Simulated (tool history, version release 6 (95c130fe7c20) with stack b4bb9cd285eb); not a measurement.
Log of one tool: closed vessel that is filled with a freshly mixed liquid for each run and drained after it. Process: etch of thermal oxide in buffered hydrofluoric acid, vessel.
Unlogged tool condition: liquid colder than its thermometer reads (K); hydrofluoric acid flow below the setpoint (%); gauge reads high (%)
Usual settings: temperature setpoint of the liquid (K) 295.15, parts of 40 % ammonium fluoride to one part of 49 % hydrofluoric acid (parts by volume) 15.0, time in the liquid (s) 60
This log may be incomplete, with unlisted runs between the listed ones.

| run | hour | temperature setpoint of the liquid (K) | parts of 40 % ammonium fluoride to one part of 49 % hydrofluoric acid (parts by volume) | time in the liquid (s) | wafers since the last listed run | hours since the thermometer was replaced | hours since the hydrofluoric acid flow meter was replaced | hours since the gauge calibration | read-back film thickness of the thermal oxide reference wafer, read on the same gauge (nm) | thickness taken off the thermal oxide on a monitor wafer (Å) |
|---|---|---|---|---|---|---|---|---|---|---|
| 1 | 0.0 | 291.65 | 15.0 | 75 | 0 | 2551.3 | 2232.5 | 489.9 | 39.98 | 358.5 |
| 2 | 16.8 | 291.65 | 15.0 | 75 | 1859 | 2568.1 | 2249.3 | 506.7 | 40.01 | 356.2 |
| 3 | 48.2 | 295.15 | 15.0 | 60 | 3476 | 2599.5 | 2280.7 | 538.1 | 39.98 | 352.5 |
| 4 | 65.9 | 295.15 | 15.0 | 60 | 1959 | 2617.2 | 2298.4 | 555.8 | 40.01 | 351.8 |
| 5 | 78.8 | 295.15 | 15.0 | 60 | 1428 | 2630.1 | 2311.3 | 568.7 | 40.04 | 349.7 |
|  | 98.0 | hydrofluoric acid flow meter replaced |
| 6 | 111.9 | 295.15 | 15.0 | 60 | 3553 | 2663.2 | 13.9 | 601.8 | 39.98 | 351.6 |
|  | 126.2 | thermometer replaced |
| 7 | 132.3 | 295.15 | 15.0 | 60 | 2147 | 6.1 | 34.3 | 622.2 | 39.98 | 381.2 |
| 8 | 163.8 | 293.65 | 15.0 | 70 | 3487 | 37.6 | 65.8 | 653.7 | 40.01 | 410.2 |
| 9 | 189.1 | 293.65 | 15.0 | 70 | 2800 | 62.9 | 91.1 | 679.0 | 39.96 | 410.1 |
| 10 | 215.7 | 293.65 | 15.0 | 70 | 2944 | 89.5 | 117.7 | 705.6 | 39.99 | 409.2 |
| 11 | 233.3 | 296.15 | 15.0 | 85 | 1948 | 107.1 | 135.3 | 723.2 | 39.96 | 568.9 |
| 12 | 254.1 | 293.65 | 15.0 | 70 | 2302 | 127.9 | 156.1 | 744.0 | 40.02 | 410.6 |
| 13 | 279.7 | 295.15 | 18.5 | 60 | 2834 | 153.5 | 181.7 | 769.6 | 40.01 | 310.7 |
| 14 | 300.0 | 295.15 | 17.5 | 85 | 2247 | 173.8 | 202.0 | 789.9 | 39.97 | 460.6 |
| 15 | 314.7 | 295.15 | 15.0 | 60 | 1627 | 188.5 | 216.7 | 804.6 | 39.96 | 381.4 |
| 16 | 347.0 | 295.15 | 15.0 | 60 | 3575 | 220.8 | 249.0 | 836.9 | 40.03 | 380.4 |
| 17 | 359.4 | 290.65 | 12.5 | 75 | 1372 | 233.2 | 261.4 | 849.3 | 40.00 | 438.4 |
| 18 | 376.5 | 295.15 | 15.0 | 60 | 1893 | 250.3 | 278.5 | 866.4 | 39.96 | 381.7 |
| 19 | 404.5 | 296.65 | 15.0 | 75 | 3099 | 278.3 | 306.5 | 894.4 | 39.94 | 509.1 |
|  | 441.3 | gauge calibrated |
| 20 | 474.6 | 291.15 | 15.0 | 60 | 7760 | 348.4 | 376.6 | 33.3 | 40.01 | 300.3 |
| 21 | 509.4 | 290.15 | 15.0 | 60 | 3852 | 383.2 | 411.4 | 68.1 | 40.02 | 285.5 |
| 22 | 531.5 | 292.65 | 15.0 | 90 | 2446 | 405.3 | 433.5 | 90.2 | 39.98 | 485.4 |
| 23 | 561.1 | 299.15 | 17.5 | 60 | 3276 | 434.9 | 463.1 | 119.8 | 39.97 | 406.2 |
| 24 | 585.2 | 298.65 | 9.0 | 60 | 2667 | 459.0 | 487.2 | 143.9 | 39.98 | 724.8 |
| 25 | 603.4 | 295.15 | 15.0 | 60 | 2014 | 477.2 | 505.4 | 162.1 | 39.96 | 377.1 |
| 26 | 629.2 | 296.65 | 18.5 | 30 | 2856 | 503.0 | 531.2 | 187.9 | 39.96 | 166.5 |
| 27 | 651.1 | 295.15 | 15.0 | 60 | 2424 | 524.9 | 553.1 | 209.8 | 39.99 | 375.6 |
| 28 | 675.9 | 295.15 | 15.0 | 60 | 2745 | 549.7 | 577.9 | 234.6 | 39.99 | 375.0 |
| 29 | 701.6 | 297.65 | 12.5 | 35 | 2845 | 575.4 | 603.6 | 260.3 | 40.01 | 301.5 |
| 30 | 733.6 | 295.15 | 12.5 | 60 | 3542 | 607.4 | 635.6 | 292.3 | 39.97 | 449.6 |
| 31 | 766.0 | 293.15 | 11.0 | 40 | 3586 | 639.8 | 668.0 | 324.7 | 40.03 | 303.6 |
| 32 | 786.4 | 297.15 | 15.0 | 60 | 2258 | 660.2 | 688.4 | 345.1 | 39.98 | 424.0 |
| 33 | 818.7 | 292.15 | 15.0 | 60 | 3575 | 692.5 | 720.7 | 377.4 | 39.97 | 317.2 |
| 34 | 841.9 | 295.15 | 12.0 | 60 | 2568 | 715.7 | 743.9 | 400.6 | 40.01 | 468.2 |

Branching from run 34: 3 alternative next runs. What would each branch give?
| A | 842.6 | 295.15 | 15.0 | 60 | 77 | 716.4 | 744.6 | 401.3 | ? | ? |
| B | 842.6 | 293.15 | 10.0 | 30 | 77 | 716.4 | 744.6 | 401.3 | ? | ? |
| C | 842.6 | 298.15 | 9.5 | 50 | 77 | 716.4 | 744.6 | 401.3 | ? | ? |

| run | read-back film thickness of the thermal oxide reference wafer, read on the same gauge (nm) | thickness taken off the thermal oxide on a monitor wafer (Å) |
|---|---|---|
| A | 39.99 | 376.1 |
| B | 39.99 | 250.1 |
| C | 39.99 | 567.5 |
The same runs, with their run-to-run variation unchanged, on a tool lacking any hidden condition would have given:
| run | thickness taken off the thermal oxide on a monitor wafer (Å) |
|---|---|
| A | 386.7 |
| B | 257.2 |
| C | 583.1 |
